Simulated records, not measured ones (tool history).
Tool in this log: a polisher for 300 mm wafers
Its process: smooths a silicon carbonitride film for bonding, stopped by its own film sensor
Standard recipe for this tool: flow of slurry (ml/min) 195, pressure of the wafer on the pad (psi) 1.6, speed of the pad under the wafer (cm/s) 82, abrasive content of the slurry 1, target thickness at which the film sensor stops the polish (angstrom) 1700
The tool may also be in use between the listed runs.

run,hour,flow of slurry (ml/min),pressure of the wafer on the pad (psi),speed of the pad under the wafer (cm/s),abrasive content of the slurry,target thickness at which the film sensor stops the polish (angstrom),wafers since the last listed run,wafers polished on this pad,hours since the slurry nozzle was cleaned,hours since the head pressure was calibrated,hours since the slurry blender was calibrated,"incoming thickness of the incoming film, nm",time until the film sensor stopped the polish (s)
1,0,195,1.6,82,1,1670,0,287,1.5,255.3,76.3,187,129.1
2,71.4,195,1.6,82,1,1670,409,697,72.9,326.7,147.7,186.5,121.6
3,130.7,195,1.6,82,1,1670,340,1037,132.2,386,207,190.8,155
4,182,195,1.6,72,1,1700,294,1332,183.5,437.3,258.3,192.2,151.1
# hour 208.1: worn pad replaced by a new one
5,221,195,1.6,72,1,1700,200,73,222.5,476.3,297.3,188.3,125.9
6,245.7,195,1.6,82,1,1700,141,215,247.2,501,322,189.2,121.5
7,276.9,195,1.6,82,1,1700,179,394,278.4,532.2,353.2,190.6,130.7
# hour 342.7: slurry nozzle cleaned
# hour 423.5: slurry blender recalibrated
# hour 449.5: worn pad replaced by a new one
8,490.6,195,1.6,82,1,1700,1186,235,147.9,745.9,67.1,191,133.3
9,515.6,195,1.6,102,0.75,1700,143,379,172.9,770.9,92.1,192.5,153.5
# hour 535.1: head pressure recalibrated
10,551.9,195,1.6,82,1,1700,196,576,209.2,16.8,128.4,188.3,114.6
11,590.6,195,1.6,82,1,1700,222,798,247.9,55.5,167.1,192.6,143.1
12,652.4,195,1.6,82,1,1700,354,1153,309.7,117.3,228.9,189.3,124.4
13,678.7,140,1.2,104,1,1740,151,1304,336,143.6,255.2,192.4,149.1
# hour 698.6: worn pad replaced by a new one
14,705.6,195,1.6,82,1,1640,131,39,362.9,170.5,282.1,190.3,167.9
15,739.2,155,1.6,82,1,1730,192,232,396.5,204.1,315.7,189.1,108.8
# hour 742.6: slurry nozzle cleaned
16,798.2,195,1.1,82,1,1700,333,565,55.6,263.1,374.7,191.4,200.2
17,836.4,195,1.6,82,1,1700,219,785,93.8,301.3,412.9,187.9,116.4
18,871.4,195,1.6,62,1,1700,200,986,128.8,336.3,447.9,189.6,143.5
19,909.3,195,1.6,62,1,1670,217,1203,166.7,374.2,485.8,186.1,141.6
# hour 928.1: slurry blender recalibrated
# hour 954.5: worn pad replaced by a new one
20,961.6,165,1.6,82,0.85,1700,265,41,219,426.5,33.5,191.8,159.6
21,1012.9,195,1.6,82,1,1700,294,335,270.3,477.8,84.8,189.1,123.2
22,1075,195,1.6,82,1,1700,356,692,332.4,539.9,146.9,192.2,140.5
23,1111.6,195,1.3,62,1.25,1700,210,902,369,576.5,183.5,189.3,153.7
# hour 1126.8: slurry nozzle cleaned
24,1161.1,195,1.4,82,1.25,1700,278,1180,34.3,626,233,189.7,129.9
# hour 1194.5: worn pad replaced by a new one
25,1215.5,130,1.9,68,1.2,1700,289,120,88.7,680.4,287.4,192.5,129.9

Alternative continuations, all from the tool just after run 25; predict every row:
A,1215.9,195,1.6,82,1,1700,2,123,89.1,680.8,287.8,186.8,?
B,1215.9,195,1.8,82,1.2,1700,2,123,89.1,680.8,287.8,186.8,?
C,1215.9,195,1.2,82,1,1700,2,123,89.1,680.8,287.8,186.8,?
D,1215.9,195,1.6,82,1,1770,2,123,89.1,680.8,287.8,186.8,?

run,time until the film sensor stopped the polish (s)
A,109.2
B,88.2
C,145.5
D,63.7
Without the tool's unlogged condition, the same runs would have read:
run,time until the film sensor stopped the polish (s)
A,109.2
B,88.2
C,145.5
D,63.7
